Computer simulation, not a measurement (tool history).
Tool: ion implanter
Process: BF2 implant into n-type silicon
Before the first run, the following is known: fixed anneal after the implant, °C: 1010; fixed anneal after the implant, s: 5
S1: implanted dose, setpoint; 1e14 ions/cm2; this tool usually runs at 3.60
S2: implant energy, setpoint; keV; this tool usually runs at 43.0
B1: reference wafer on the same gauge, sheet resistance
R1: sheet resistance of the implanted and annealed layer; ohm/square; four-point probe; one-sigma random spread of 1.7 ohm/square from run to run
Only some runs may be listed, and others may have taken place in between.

run    day    S1    S2      B1      R1
  1  0.000  3.60  40.0  372.97  326.80
  2  0.317  3.60  40.0  373.06  324.00
  3  0.883  3.60  43.0  372.85  324.14
  4  1.292  3.60  43.0  372.96  324.98
  5  1.975  3.60  43.0  372.87  322.86
  6  2.675  3.60  43.0  373.22  322.36
  7  3.308  3.60  43.0  373.08  325.16
  8  3.654  3.60  43.0  373.19  323.45
     4.096  -- extraction supply calibrated
     4.275  -- Faraday cup replaced and dose calibrated
  9  4.358  3.60  43.0  372.83  321.33
 10  4.692  3.60  43.0  373.50  319.07
 11  5.379  3.60  43.0  373.10  322.76
 12  6.112  3.60  43.0  372.75  323.09
 13  6.442  4.48  52.5  373.15  259.60
 14  6.946  3.60  43.0  373.12  320.50

For run 15, what comes out?
 15  7.433  3.60  43.0   ?   ?

{"run 15": {"B1": 372.99, "R1": 323.25}}
If the tool had no hidden condition, the same run with the same run-to-run variation would have returned R1 323.25 ohm/square.

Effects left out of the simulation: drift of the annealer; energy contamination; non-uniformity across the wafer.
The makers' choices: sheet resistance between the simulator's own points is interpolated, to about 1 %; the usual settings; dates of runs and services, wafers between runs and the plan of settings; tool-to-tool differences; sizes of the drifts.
